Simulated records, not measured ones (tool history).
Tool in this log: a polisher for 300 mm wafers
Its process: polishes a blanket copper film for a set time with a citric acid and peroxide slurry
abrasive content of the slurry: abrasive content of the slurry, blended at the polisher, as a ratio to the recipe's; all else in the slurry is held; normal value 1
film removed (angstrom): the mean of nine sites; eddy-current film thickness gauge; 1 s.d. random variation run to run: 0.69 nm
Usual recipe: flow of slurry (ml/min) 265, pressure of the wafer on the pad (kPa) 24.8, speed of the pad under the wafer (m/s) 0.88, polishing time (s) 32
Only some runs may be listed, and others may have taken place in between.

run     day  flow of slurry (ml/min)  pressure of the wafer on the pad (kPa)  speed of the pad under the wafer (m/s)  abrasive content of the slurry  polishing time (s)  wafers since the last listed run  wafers polished on this pad  hours since the slurry nozzle was cleaned  hours since the head pressure was calibrated  hours since the slurry blender was calibrated  incoming thickness of the incoming film, nm  film removed (angstrom)
  1       0                      265                                    24.8                                    0.88                               1                  32                                 0                          669                                      223.7                                         516.4                                           69.6                                        585.9                      774
      0.046  -- worn pad replaced by a new one
  2   0.562                      265                                    24.8                                    0.88                             0.8                  32                                72                           72                                      237.2                                         529.9                                           83.1                                        594.7                      774
  3     1.6                      265                                    24.8                                    0.88                             0.8                  32                               145                          218                                      262.1                                         554.8                                            108                                        593.9                      754
  4   2.571                      265                                    24.8                                    0.88                               1                  32                               136                          354                                      285.4                                         578.1                                          131.3                                        608.5                      783
      2.904  -- slurry blender recalibrated
      4.396  -- worn pad replaced by a new one
  5   6.258                      265                                    24.8                                    0.88                               1                  32                               483                          261                                      373.9                                         666.6                                           80.5                                        606.7                      797
        8.8  -- slurry blender recalibrated
      9.583  -- worn pad replaced by a new one
  6  10.746                      265                                    24.8                                    0.88                               1                  32                               595                          163                                      481.6                                         774.3                                           46.7                                        594.6                      796
  7  11.338                      265                                    24.8                                    0.88                               1                  32                                83                          246                                      495.8                                         788.5                                           60.9                                        597.9                      789
  8  12.108                      265                                    24.8                                    0.88                               1                  32                               108                          355                                      514.3                                           807                                           79.4                                        603.2                      787
     13.662  -- slurry blender recalibrated
      14.05  -- worn pad replaced by a new one
     14.262  -- head pressure recalibrated
  9  14.929                      320                                    24.8                                     0.8                               1                  24                               349                          111                                        582                                            16                                           30.4                                        595.3                      554
 10  16.362                      265                                    24.8                                       1                               1                  32                               201                          313                                      616.4                                          50.4                                           64.8                                          589                      908
 11  17.588                      265                                    24.8                                    0.88                               1                  32                               172                          485                                      645.8                                          79.8                                           94.2                                        610.4                      783
     18.154  -- worn pad replaced by a new one
       18.3  -- slurry nozzle cleaned
 12    18.4                      305                                    24.8                                    0.88                               1                  32                                84                           28                                        2.4                                          99.3                                          113.7                                        595.6                      813
     18.721  -- slurry blender recalibrated
 13  20.454                      265                                    24.8                                    0.88                               1                  32                               276                          305                                       51.7                                         148.6                                           41.6                                        595.6                      777
 14  21.038                      265                                    19.3                                    0.88                               1                  40                                81                          387                                       65.7                                         162.6                                           55.6                                          593                      852
 15    22.2                      265                                    21.4                                    0.88                               1                  32                               163                          551                                       93.6                                         190.5                                           83.5                                        604.5                      711
     23.067  -- worn pad replaced by a new one
 16  23.271                      265                                    24.8                                    0.88                             1.2                  32                               127                           28                                      119.3                                         216.2                                          109.2                                        598.3                      845
       23.8  -- slurry blender recalibrated
 17  24.071                      265                                    20.7                                    0.98                               1                  28                               100                          129                                      138.5                                         235.4                                            6.5                                        589.9                      687

Give the tool's hidden conditions for every run:
slurry flow missing at the pad, %: 0 at every run
deviation of the head's pressure from its setpoint, %: 0 at every run
abrasive missing from the slurry, %: 0 at every run
H1: removal rate lost through wear of the pad, %
run    H1
  1  4.49
  2  1.31
  3  2.77
  4  3.51
  5  3.58
  6  2.38
  7  3.02
  8  3.56
  9  2.24
 10  3.69
 11  4.23
 12  1.14
 13  3.76
 14  4.07
 15  4.43
 16  1.16
 17  2.63

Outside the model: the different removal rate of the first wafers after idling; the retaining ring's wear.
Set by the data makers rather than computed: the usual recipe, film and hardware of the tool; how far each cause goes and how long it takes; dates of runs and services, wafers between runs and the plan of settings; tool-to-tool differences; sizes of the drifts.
